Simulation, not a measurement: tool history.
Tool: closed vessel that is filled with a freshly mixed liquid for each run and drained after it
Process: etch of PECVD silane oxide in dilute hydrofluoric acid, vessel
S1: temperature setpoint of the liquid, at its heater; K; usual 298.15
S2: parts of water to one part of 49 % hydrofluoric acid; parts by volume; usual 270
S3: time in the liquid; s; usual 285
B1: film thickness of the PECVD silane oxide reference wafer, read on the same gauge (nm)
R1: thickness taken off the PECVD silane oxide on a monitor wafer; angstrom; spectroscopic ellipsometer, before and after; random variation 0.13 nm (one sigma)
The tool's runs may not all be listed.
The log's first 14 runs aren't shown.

{"run": 15, "hour": 434.5, "S1": 298.15, "S2": 270, "S3": 425, "B1": 80.01, "R1": 310.3}
{"hour": 460.3, "done": "thermometer replaced"}
{"run": 16, "hour": 466.0, "S1": 298.15, "S2": 270, "S3": 285, "B1": 79.98, "R1": 187.2}
{"run": 17, "hour": 481.8, "S1": 298.15, "S2": 400, "S3": 285, "B1": 79.99, "R1": 111.3}
{"run": 18, "hour": 503.4, "S1": 298.15, "S2": 300, "S3": 285, "B1": 80, "R1": 164.6}
{"run": 19, "hour": 528.0, "S1": 298.15, "S2": 270, "S3": 125, "B1": 80.01, "R1": 81.9}
{"hour": 544.2, "done": "gauge calibrated"}
{"run": 20, "hour": 563.6, "S1": 298.15, "S2": 270, "S3": 185, "B1": 80.01, "R1": 123.3}
{"run": 21, "hour": 583.9, "S1": 300.15, "S2": 270, "S3": 285, "B1": 80.03, "R1": 202.6}
{"run": 22, "hour": 605.0, "S1": 298.15, "S2": 390, "S3": 285, "B1": 80, "R1": 114.9}
{"run": 23, "hour": 624.8, "S1": 293.65, "S2": 270, "S3": 175, "B1": 80.04, "R1": 98.6}
{"hour": 707.6, "done": "hydrofluoric acid flow meter replaced"}
{"run": 24, "hour": 724.7, "S1": 300.65, "S2": 405, "S3": 185, "B1": 80.01, "R1": 78}
{"run": 25, "hour": 757.9, "S1": 298.15, "S2": 165, "S3": 285, "B1": 79.99, "R1": 349.3}
{"run": 26, "hour": 772.2, "S1": 300.15, "S2": 385, "S3": 190, "B1": 80.02, "R1": 84.3}
{"run": 27, "hour": 798.5, "S1": 298.15, "S2": 390, "S3": 285, "B1": 79.99, "R1": 117.4}
{"run": 28, "hour": 817.6, "S1": 301.65, "S2": 385, "S3": 285, "B1": 79.99, "R1": 130.8}
{"run": 29, "hour": 851.3, "S1": 298.15, "S2": 235, "S3": 190, "B1": 80, "R1": 151.9}

The next listed run, before its measurement:
{"run": 30, "hour": 876.7, "S1": 301.15, "S2": 305, "S3": 185, "B1": "?", "R1": "?"}

{"run 30": {"B1": 79.99, "R1": 116.1}}
Without the tool's hidden state the same run would have given R1 114.4 angstrom.
